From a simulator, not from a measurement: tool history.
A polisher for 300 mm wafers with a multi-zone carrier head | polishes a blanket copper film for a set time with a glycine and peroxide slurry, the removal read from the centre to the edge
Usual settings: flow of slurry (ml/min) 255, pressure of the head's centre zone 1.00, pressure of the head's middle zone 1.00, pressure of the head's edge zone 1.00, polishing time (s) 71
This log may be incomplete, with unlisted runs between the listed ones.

| run | hour | flow of slurry (ml/min) | pressure of the head's centre zone | pressure of the head's middle zone | pressure of the head's edge zone | polishing time (s) | incoming thickness of the incoming film, nm | film removed at the wafer's centre (angstrom) | film removed at mid-radius (angstrom) | film removed at the wafer's edge (angstrom) |
|---|---|---|---|---|---|---|---|---|---|---|
| 1 | 0.0 | 255 | 1.00 | 1.00 | 1.00 | 71 | 1148.0 | 2187 | 2268 | 2246 |
|  | 12.9 | carrier head's membrane replaced by a new one |
| 2 | 17.8 | 255 | 1.00 | 1.00 | 1.00 | 71 | 1132.1 | 2173 | 2256 | 2279 |
| 3 | 25.7 | 255 | 1.00 | 0.95 | 1.00 | 89 | 1132.2 | 2774 | 2705 | 2827 |
|  | 37.7 | worn pad replaced by a new one |
| 4 | 38.2 | 170 | 1.00 | 1.00 | 1.00 | 71 | 1157.1 | 2063 | 2116 | 2161 |
| 5 | 46.0 | 290 | 1.11 | 1.00 | 0.95 | 49 | 1143.0 | 1718 | 1570 | 1526 |
| 6 | 58.9 | 255 | 1.00 | 1.00 | 1.00 | 71 | 1170.1 | 2222 | 2230 | 2286 |
| 7 | 66.2 | 255 | 1.00 | 1.00 | 0.91 | 71 | 1161.2 | 2239 | 2245 | 2134 |
| 8 | 111.9 | 255 | 1.06 | 1.00 | 1.00 | 54 | 1171.7 | 1784 | 1713 | 1737 |
| 9 | 120.6 | 255 | 1.00 | 1.03 | 0.89 | 71 | 1150.3 | 2201 | 2321 | 2101 |
| 10 | 131.6 | 255 | 1.00 | 1.00 | 1.00 | 71 | 1150.7 | 2197 | 2272 | 2233 |
| 11 | 142.9 | 255 | 1.00 | 1.00 | 1.00 | 71 | 1137.6 | 2215 | 2244 | 2312 |
|  | 154.5 | edge zone pressure recalibrated |
| 12 | 159.0 | 295 | 1.00 | 1.00 | 1.00 | 71 | 1137.8 | 2272 | 2264 | 2270 |
|  | 165.8 | worn pad replaced by a new one |
| 13 | 173.6 | 255 | 1.00 | 1.00 | 1.00 | 71 | 1157.0 | 2243 | 2229 | 2251 |
| 14 | 187.3 | 255 | 0.92 | 1.10 | 1.05 | 80 | 1148.2 | 2314 | 2740 | 2624 |
| 15 | 201.0 | 190 | 1.00 | 1.00 | 1.00 | 82 | 1162.5 | 2442 | 2506 | 2557 |
| 16 | 217.6 | 255 | 1.00 | 1.00 | 1.00 | 71 | 1143.8 | 2244 | 2249 | 2277 |
| 17 | 232.2 | 255 | 1.00 | 1.00 | 1.00 | 71 | 1144.2 | 2175 | 2235 | 2284 |
| 18 | 239.8 | 255 | 1.00 | 1.00 | 1.00 | 71 | 1163.2 | 2209 | 2222 | 2210 |
| 19 | 256.6 | 255 | 0.89 | 1.00 | 1.03 | 88 | 1165.4 | 2436 | 2782 | 2843 |
| 20 | 269.1 | 255 | 0.94 | 1.00 | 1.00 | 71 | 1163.2 | 2081 | 2224 | 2251 |
|  | 279.2 | worn pad replaced by a new one |
| 21 | 283.3 | 255 | 1.00 | 1.00 | 1.00 | 71 | 1141.3 | 2204 | 2209 | 2335 |
| 22 | 291.0 | 255 | 1.00 | 1.00 | 0.90 | 71 | 1158.4 | 2200 | 2221 | 2132 |
| 23 | 298.2 | 255 | 1.00 | 1.08 | 0.95 | 71 | 1158.4 | 2173 | 2412 | 2211 |

3 ways to go on from here, each from the tool as it stands after run 23. What would each give?
| A | 298.6 | 300 | 1.00 | 1.00 | 1.00 | 71 | 1147.6 | ? | ? | ? |
| B | 298.6 | 255 | 0.91 | 0.88 | 1.11 | 71 | 1147.6 | ? | ? | ? |
| C | 298.6 | 255 | 1.00 | 0.93 | 1.00 | 71 | 1147.6 | ? | ? | ? |

| run | film removed at the wafer's centre (angstrom) | film removed at mid-radius (angstrom) | film removed at the wafer's edge (angstrom) |
|---|---|---|---|
| A | 2273 | 2271 | 2300 |
| B | 2030 | 2004 | 2391 |
| C | 2225 | 2098 | 2269 |
With no hidden state in the tool, these same runs would have given:
| run | film removed at the wafer's centre (angstrom) | film removed at mid-radius (angstrom) | film removed at the wafer's edge (angstrom) |
|---|---|---|---|
| A | 2273 | 2271 | 2300 |
| B | 2030 | 2004 | 2391 |
| C | 2225 | 2098 | 2269 |
